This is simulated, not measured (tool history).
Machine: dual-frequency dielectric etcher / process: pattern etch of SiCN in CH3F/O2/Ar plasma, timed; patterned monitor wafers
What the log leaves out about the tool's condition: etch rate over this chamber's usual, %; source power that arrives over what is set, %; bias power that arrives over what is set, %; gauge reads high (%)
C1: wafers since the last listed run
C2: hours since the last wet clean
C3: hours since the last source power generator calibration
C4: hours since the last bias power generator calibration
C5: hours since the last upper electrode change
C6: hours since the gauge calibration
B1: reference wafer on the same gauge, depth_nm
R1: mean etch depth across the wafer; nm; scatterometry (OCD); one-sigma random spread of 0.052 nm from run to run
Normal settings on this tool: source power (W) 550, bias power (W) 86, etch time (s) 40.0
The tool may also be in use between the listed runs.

{"run": 1, "day": 0.0, "source power (W)": 550, "bias power (W)": 86, "etch time (s)": 40.0, "C1": 0, "C2": 330.8, "C3": 4313.2, "C4": 2493.1, "C5": 2397.8, "C6": 156.2, "B1": 18.31, "R1": 17.15}
{"run": 2, "day": 1.142, "source power (W)": 550, "bias power (W)": 86, "etch time (s)": 40.0, "C1": 513, "C2": 358.2, "C3": 4340.6, "C4": 2520.5, "C5": 2425.2, "C6": 183.6, "B1": 18.3, "R1": 17.23}
{"run": 3, "day": 1.725, "source power (W)": 550, "bias power (W)": 86, "etch time (s)": 40.0, "C1": 262, "C2": 372.2, "C3": 4354.6, "C4": 2534.5, "C5": 2439.2, "C6": 197.6, "B1": 18.3, "R1": 17.2}
{"run": 4, "day": 2.712, "source power (W)": 550, "bias power (W)": 86, "etch time (s)": 40.0, "C1": 444, "C2": 395.9, "C3": 4378.3, "C4": 2558.2, "C5": 2462.9, "C6": 221.3, "B1": 18.3, "R1": 17.21}
{"run": 5, "day": 3.308, "source power (W)": 550, "bias power (W)": 86, "etch time (s)": 40.0, "C1": 268, "C2": 410.2, "C3": 4392.6, "C4": 2572.5, "C5": 2477.2, "C6": 235.6, "B1": 18.3, "R1": 17.3}
{"run": 6, "day": 3.9, "source power (W)": 550, "bias power (W)": 86, "etch time (s)": 40.0, "C1": 266, "C2": 424.4, "C3": 4406.8, "C4": 2586.7, "C5": 2491.4, "C6": 249.8, "B1": 18.3, "R1": 17.28}
{"day": 4.612, "done": "source power generator calibrated"}
{"day": 5.196, "done": "gauge calibrated"}
{"day": 5.604, "done": "upper electrode replaced"}
{"run": 7, "day": 6.6, "source power (W)": 550, "bias power (W)": 86, "etch time (s)": 42.5, "C1": 692, "C2": 489.2, "C3": 47.7, "C4": 2651.5, "C5": 23.9, "C6": 33.7, "B1": 18.3, "R1": 18.43}
{"run": 8, "day": 7.375, "source power (W)": 550, "bias power (W)": 86, "etch time (s)": 42.5, "C1": 348, "C2": 507.8, "C3": 66.3, "C4": 2670.1, "C5": 42.5, "C6": 52.3, "B1": 18.31, "R1": 18.56}
{"run": 9, "day": 8.842, "source power (W)": 640, "bias power (W)": 86, "etch time (s)": 40.0, "C1": 659, "C2": 543.0, "C3": 101.5, "C4": 2705.3, "C5": 77.7, "C6": 87.5, "B1": 18.29, "R1": 18.2}
{"run": 10, "day": 9.617, "source power (W)": 460, "bias power (W)": 77, "etch time (s)": 40.0, "C1": 348, "C2": 561.6, "C3": 120.1, "C4": 2723.9, "C5": 96.3, "C6": 106.1, "B1": 18.3, "R1": 16.22}
{"day": 11.025, "done": "wet clean of the chamber"}
{"run": 11, "day": 11.046, "source power (W)": 550, "bias power (W)": 92, "etch time (s)": 40.0, "C1": 193, "C2": 0.5, "C3": 154.4, "C4": 2758.2, "C5": 130.6, "C6": 140.4, "B1": 18.3, "R1": 17.12}
{"run": 12, "day": 11.062, "source power (W)": 550, "bias power (W)": 86, "etch time (s)": 34.0, "C1": 7, "C2": 0.9, "C3": 154.8, "C4": 2758.6, "C5": 131.0, "C6": 140.8, "B1": 18.3, "R1": 14.21}
{"day": 11.579, "done": "bias power generator calibrated"}
{"run": 13, "day": 11.65, "source power (W)": 550, "bias power (W)": 86, "etch time (s)": 40.0, "C1": 189, "C2": 15.0, "C3": 168.9, "C4": 1.7, "C5": 145.1, "C6": 154.9, "B1": 18.3, "R1": 16.82}
{"run": 14, "day": 12.371, "source power (W)": 550, "bias power (W)": 74, "etch time (s)": 32.0, "C1": 324, "C2": 32.3, "C3": 186.2, "C4": 19.0, "C5": 162.4, "C6": 172.2, "B1": 18.3, "R1": 12.85}
{"run": 15, "day": 13.625, "source power (W)": 550, "bias power (W)": 98, "etch time (s)": 40.0, "C1": 564, "C2": 62.4, "C3": 216.3, "C4": 49.1, "C5": 192.5, "C6": 202.3, "B1": 18.3, "R1": 17.54}
{"run": 16, "day": 15.088, "source power (W)": 430, "bias power (W)": 72, "etch time (s)": 33.5, "C1": 657, "C2": 97.5, "C3": 251.4, "C4": 84.2, "C5": 227.6, "C6": 237.4, "B1": 18.3, "R1": 12.66}

Hidden state at the last listed run before each entry between runs and at the first one after, where it differs:
Between runs 6 and 7: source power generator calibrated (day 4.612); gauge calibrated (day 5.196); upper electrode replaced (day 5.604)
  etch rate over this chamber's usual, %: 3.69 -> 4.22
  measured less the result without the state, R1: +0.61 -> +0.75 nm
Between runs 10 and 11: wet clean of the chamber (day 11.025)
  etch rate over this chamber's usual, %: 4.82 -> 0.147
  measured less the result without the state, R1: +0.74 -> +0.03 nm
Between runs 12 and 13: bias power generator calibrated (day 11.579)
  etch rate over this chamber's usual, %: 0.15 -> 0.265
  measured less the result without the state, R1: +0.02 -> +0.05 nm

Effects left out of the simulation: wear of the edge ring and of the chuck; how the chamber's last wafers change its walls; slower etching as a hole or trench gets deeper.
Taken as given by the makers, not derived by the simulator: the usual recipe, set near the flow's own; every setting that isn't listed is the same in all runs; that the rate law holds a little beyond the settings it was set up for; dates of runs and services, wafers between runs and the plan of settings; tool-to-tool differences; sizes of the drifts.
